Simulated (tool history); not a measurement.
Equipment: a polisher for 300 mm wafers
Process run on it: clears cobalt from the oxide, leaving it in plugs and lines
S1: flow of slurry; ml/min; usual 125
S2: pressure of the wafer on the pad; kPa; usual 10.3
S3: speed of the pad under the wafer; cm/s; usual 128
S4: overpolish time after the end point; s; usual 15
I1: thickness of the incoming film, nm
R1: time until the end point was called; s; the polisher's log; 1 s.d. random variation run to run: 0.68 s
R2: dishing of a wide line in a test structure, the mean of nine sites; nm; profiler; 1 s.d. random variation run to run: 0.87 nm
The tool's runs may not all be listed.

Run 1, hour 0.0: usual settings but S2 7.6 kPa; I1 158.7. Result: R1 68.3 s, R2 28.5 nm.
Run 2, hour 52.9: usual settings; I1 160.5. Result: R1 51.0 s, R2 33.4 nm.
At hour 112.2: slurry nozzle cleaned.
Run 3, hour 115.1: usual settings; I1 163.1. Result: R1 47.4 s, R2 35.3 nm.
Run 4, hour 178.0: usual settings; I1 162.5. Result: R1 48.8 s, R2 34.8 nm.
At hour 187.8: worn pad replaced by a new one.
Run 5, hour 238.5: usual settings but S4 12 s; I1 161.8. Result: R1 49.3 s, R2 28.1 nm.
At hour 443.8: slurry nozzle cleaned.
At hour 492.4: head pressure recalibrated.
Run 6, hour 542.6: usual settings; I1 160.5. Result: R1 42.1 s, R2 39.1 nm.
At hour 550.7: worn pad replaced by a new one.
Run 7, hour 622.9: usual settings; I1 161.0. Result: R1 44.5 s, R2 35.0 nm.
Run 8, hour 699.3: usual settings; I1 161.8. Result: R1 46.7 s, R2 36.1 nm.
At hour 738.9: slurry nozzle cleaned.
At hour 906.2: worn pad replaced by a new one.
Run 9, hour 906.7: usual settings but S1 105 ml/min, S2 9.0 kPa, S4 18 s; I1 161.7. Result: R1 56.3 s, R2 34.8 nm.
Run 10, hour 973.5: usual settings; I1 158.1. Result: R1 48.2 s, R2 35.0 nm.
Run 11, hour 1032.3: usual settings but S3 166 cm/s, S4 21 s; I1 160.3. Result: R1 38.6 s, R2 47.2 nm.
Run 12, hour 1082.0: usual settings but S1 165 ml/min, S2 12.4 kPa; I1 159.6. Result: R1 40.9 s, R2 39.0 nm.
At hour 1108.5: slurry nozzle cleaned.
Run 13, hour 1187.7: usual settings; I1 161.3. Result: R1 47.3 s, R2 35.6 nm.
At hour 1203.0: worn pad replaced by a new one.
Run 14, hour 1276.1: usual settings but S1 105 ml/min, S4 6 s; I1 163.0. Result: R1 49.4 s, R2 16.3 nm.
Run 15, hour 1349.7: usual settings but S2 11.7 kPa, S3 154 cm/s; I1 159.8. Result: R1 35.8 s, R2 40.8 nm.
At hour 1415.5: slurry nozzle cleaned.
Run 16, hour 1524.6: usual settings but S1 160 ml/min, S2 7.6 kPa, S3 114 cm/s, S4 8 s; I1 157.7. Result: R1 69.7 s, R2 15.9 nm.
At hour 1561.3: worn pad replaced by a new one.
Run 17, hour 1627.4: usual settings but S1 150 ml/min, S2 11.7 kPa, S3 106 cm/s, S4 21 s; I1 161.7. Result: R1 50.7 s, R2 40.3 nm.

Here are 4 independent what-if runs from the current tool condition. What would each one return?
Run A, hour 1627.8: usual settings but S2 9.7 kPa; I1 159.9. Result: R1 ?, R2 ?.
Run B, hour 1627.8: usual settings but S3 92 cm/s; I1 159.9. Result: R1 ?, R2 ?.
Run C, hour 1627.8: usual settings but S1 165 ml/min, S2 7.6 kPa, S3 88 cm/s; I1 159.9. Result: R1 ?, R2 ?.
Run D, hour 1627.8: usual settings but S2 13.1 kPa, S3 144 cm/s, S4 9 s; I1 159.9. Result: R1 ?, R2 ?.

run    R1    R2
  A  53.1  30.5
  B  68.9  25.1
  C  91.3  20.0
  D  34.7  28.6
Without the tool's unlogged condition, the same runs would have read:
run    R1    R2
  A  42.6  35.6
  B  55.3  29.6
  C  74.9  23.5
  D  27.9  33.4

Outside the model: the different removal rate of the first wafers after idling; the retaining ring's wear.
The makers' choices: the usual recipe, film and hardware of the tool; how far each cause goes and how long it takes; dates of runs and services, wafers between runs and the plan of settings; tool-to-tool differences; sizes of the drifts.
